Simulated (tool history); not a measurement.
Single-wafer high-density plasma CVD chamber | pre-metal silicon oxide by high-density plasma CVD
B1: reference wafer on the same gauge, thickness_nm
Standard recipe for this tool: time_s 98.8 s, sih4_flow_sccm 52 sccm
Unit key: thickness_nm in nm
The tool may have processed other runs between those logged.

run 1 day=0 | time_s=103.3 sih4_flow_sccm=52 | B1=653.848 | thickness_nm=570.357
run 2 day=1.85 | time_s=103.3 sih4_flow_sccm=52 | B1=653.953 | thickness_nm=568.247
run 3 day=5.9 | time_s=98.8 sih4_flow_sccm=44 | B1=653.217 | thickness_nm=459.493
run 4 day=9.642 | time_s=98.8 sih4_flow_sccm=44 | B1=653.993 | thickness_nm=462.295
run 5 day=13.467 | time_s=98.8 sih4_flow_sccm=44 | B1=653.789 | thickness_nm=463.242
run 6 day=17.233 | time_s=98.8 sih4_flow_sccm=52 | B1=653.811 | thickness_nm=546.624
run 7 day=19.662 | time_s=98.8 sih4_flow_sccm=52 | B1=653.584 | thickness_nm=541.321
run 8 day=28.254 | time_s=98.8 sih4_flow_sccm=52 | B1=653.454 | thickness_nm=542.521
run 9 day=30.375 | time_s=98.8 sih4_flow_sccm=52 | B1=653.946 | thickness_nm=540.576
run 10 day=33.004 | time_s=98.8 sih4_flow_sccm=52 | B1=653.92 | thickness_nm=540.836
run 11 day=35.071 | time_s=98.8 sih4_flow_sccm=52 | B1=653.288 | thickness_nm=539.578
run 12 day=39.204 | time_s=98.8 sih4_flow_sccm=52 | B1=654.584 | thickness_nm=537.467
run 13 day=41.012 | time_s=98.8 sih4_flow_sccm=52 | B1=655.092 | thickness_nm=537.034
run 14 day=43.575 | time_s=98.8 sih4_flow_sccm=52 | B1=653.428 | thickness_nm=532.815
run 15 day=45.979 | time_s=92.2 sih4_flow_sccm=52 | B1=654.182 | thickness_nm=501.63
run 16 day=47.721 | time_s=98.8 sih4_flow_sccm=52 | B1=654.473 | thickness_nm=532.575
run 17 day=50.358 | time_s=98.8 sih4_flow_sccm=52 | B1=654.438 | thickness_nm=538.096
run 18 day=52.625 | time_s=112.6 sih4_flow_sccm=52 | B1=654.593 | thickness_nm=614.618
run 19 day=54.15 | time_s=89 sih4_flow_sccm=62 | B1=655.054 | thickness_nm=577.754
run 20 day=58.071 | time_s=83.5 sih4_flow_sccm=59 | B1=653.036 | thickness_nm=516.488
-- day=60.188 gauge calibrated
run 21 day=62 | time_s=98.8 sih4_flow_sccm=60 | B1=654.094 | thickness_nm=615.549
run 22 day=65.121 | time_s=105 sih4_flow_sccm=60 | B1=654.69 | thickness_nm=654.994
run 23 day=67.017 | time_s=98.8 sih4_flow_sccm=52 | B1=653.242 | thickness_nm=536.762
run 24 day=70.829 | time_s=109.7 sih4_flow_sccm=52 | B1=653.575 | thickness_nm=591.356
run 25 day=75.158 | time_s=114.5 sih4_flow_sccm=45 | B1=653.938 | thickness_nm=533.802
run 26 day=78.412 | time_s=109.8 sih4_flow_sccm=59 | B1=653.813 | thickness_nm=674.104
run 27 day=80.033 | time_s=83.8 sih4_flow_sccm=61 | B1=654.359 | thickness_nm=531.288
run 28 day=81.683 | time_s=89 sih4_flow_sccm=62 | B1=654.621 | thickness_nm=566.83
run 29 day=85.067 | time_s=111.4 sih4_flow_sccm=44 | B1=654.223 | thickness_nm=503.493
-- day=86.029 silane flow controller replaced
run 30 day=87.529 | time_s=87.1 sih4_flow_sccm=58 | B1=654.114 | thickness_nm=553.48
run 31 day=91.708 | time_s=93.8 sih4_flow_sccm=61 | B1=653.849 | thickness_nm=626.362
run 32 day=95.604 | time_s=80.7 sih4_flow_sccm=46 | B1=654.395 | thickness_nm=400.045
run 33 day=97.667 | time_s=86.3 sih4_flow_sccm=52 | B1=654.561 | thickness_nm=486.666
run 34 day=99.85 | time_s=89 sih4_flow_sccm=62 | B1=652.841 | thickness_nm=593.841
run 35 day=101.846 | time_s=98.8 sih4_flow_sccm=52 | B1=653.033 | thickness_nm=561.491
run 36 day=104.825 | time_s=104.3 sih4_flow_sccm=59 | B1=654.381 | thickness_nm=670.08
run 37 day=107.875 | time_s=98.8 sih4_flow_sccm=52 | B1=654.235 | thickness_nm=556.066

5 options for the next run, each taken on its own from the tool as it stands now. Forecast them:
run A day=107.892 | time_s=98.8 sih4_flow_sccm=42 | B1=? | thickness_nm=?
run B day=107.892 | time_s=111.9 sih4_flow_sccm=42 | B1=? | thickness_nm=?
run C day=107.892 | time_s=111.8 sih4_flow_sccm=61 | B1=? | thickness_nm=?
run D day=107.892 | time_s=98.8 sih4_flow_sccm=61 | B1=? | thickness_nm=?
run E day=107.892 | time_s=90.2 sih4_flow_sccm=44 | B1=? | thickness_nm=?

run=A B1=655.339 thickness_nm=447.955
run=B B1=655.339 thickness_nm=507.349
run=C B1=655.339 thickness_nm=736.206
run=D B1=655.339 thickness_nm=650.601
run=E B1=655.339 thickness_nm=428.437
Had the tool no hidden state, the same runs would have come out as:
run=A thickness_nm=449.455
run=B thickness_nm=509.049
run=C thickness_nm=738.672
run=D thickness_nm=652.78
run=E thickness_nm=429.872
